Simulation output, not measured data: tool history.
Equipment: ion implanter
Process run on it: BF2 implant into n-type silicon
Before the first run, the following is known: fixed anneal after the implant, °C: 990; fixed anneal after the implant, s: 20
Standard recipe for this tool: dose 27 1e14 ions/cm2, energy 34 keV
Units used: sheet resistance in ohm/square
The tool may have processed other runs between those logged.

run,hour,dose,energy,"read-back reference wafer on the same gauge, sheet resistance",sheet resistance
1,0,32.93,34,153,129.98
2,15.2,32.93,34,153.01,129.72
3,21.7,27,31,152.96,138.41
4,41.3,27,31,153.02,138.49
5,54.4,27,34,152.98,131.73
6,68.4,27,34,153.02,131.53
7,79.9,27,34,152.96,131.96
8,89.2,27,34,153.04,132.15
9,102,27,34,153.07,131.76
10,110.3,27,34,153.03,131.62
11,123.2,23.98,34,153.01,132.93
12,137.4,27,24.5,153.03,156.29
13,148.3,27,24.5,153.01,155.99
14,157.6,33.59,22.5,153.03,159.62
# hour 165.5: gauge calibrated
# hour 170.5: Faraday cup replaced and dose calibrated
15,171,27,34,152.96,132.04
# hour 185.3: extraction supply calibrated
16,185.8,27,34,153.07,131.82
17,193.7,30.13,45,152.98,111.57
18,203.9,31.25,34,152.96,130.54
19,219.4,20.15,39.5,153.02,124.34
20,226.5,20.07,41.5,153.01,120.72
21,239.2,27,34,153,131.76
22,248.6,27,34,153.01,132.15
23,258.6,30.77,31,153.06,136.97
24,269,21.8,29,153.06,145.79
25,280.8,27,31,153,138.49
26,289.3,31.34,41.5,153.02,116.85

What if the next run were any one of these 5? Each begins from the tool's condition after run 26:
A,289.7,29.83,34,?,?
B,289.7,32.5,30,?,?
C,289.7,30.68,30,?,?
D,289.7,33.25,38.5,?,?
E,289.7,19.68,41.5,?,?

run,"read-back reference wafer on the same gauge, sheet resistance",sheet resistance
A,152.99,130.92
B,152.99,138.96
C,152.99,139.61
D,152.99,121.32
E,152.99,121.13
Stripped of hidden state, with their random variation kept, the same runs would have yielded:
run,sheet resistance
A,130.92
B,138.96
C,139.61
D,121.32
E,121.13

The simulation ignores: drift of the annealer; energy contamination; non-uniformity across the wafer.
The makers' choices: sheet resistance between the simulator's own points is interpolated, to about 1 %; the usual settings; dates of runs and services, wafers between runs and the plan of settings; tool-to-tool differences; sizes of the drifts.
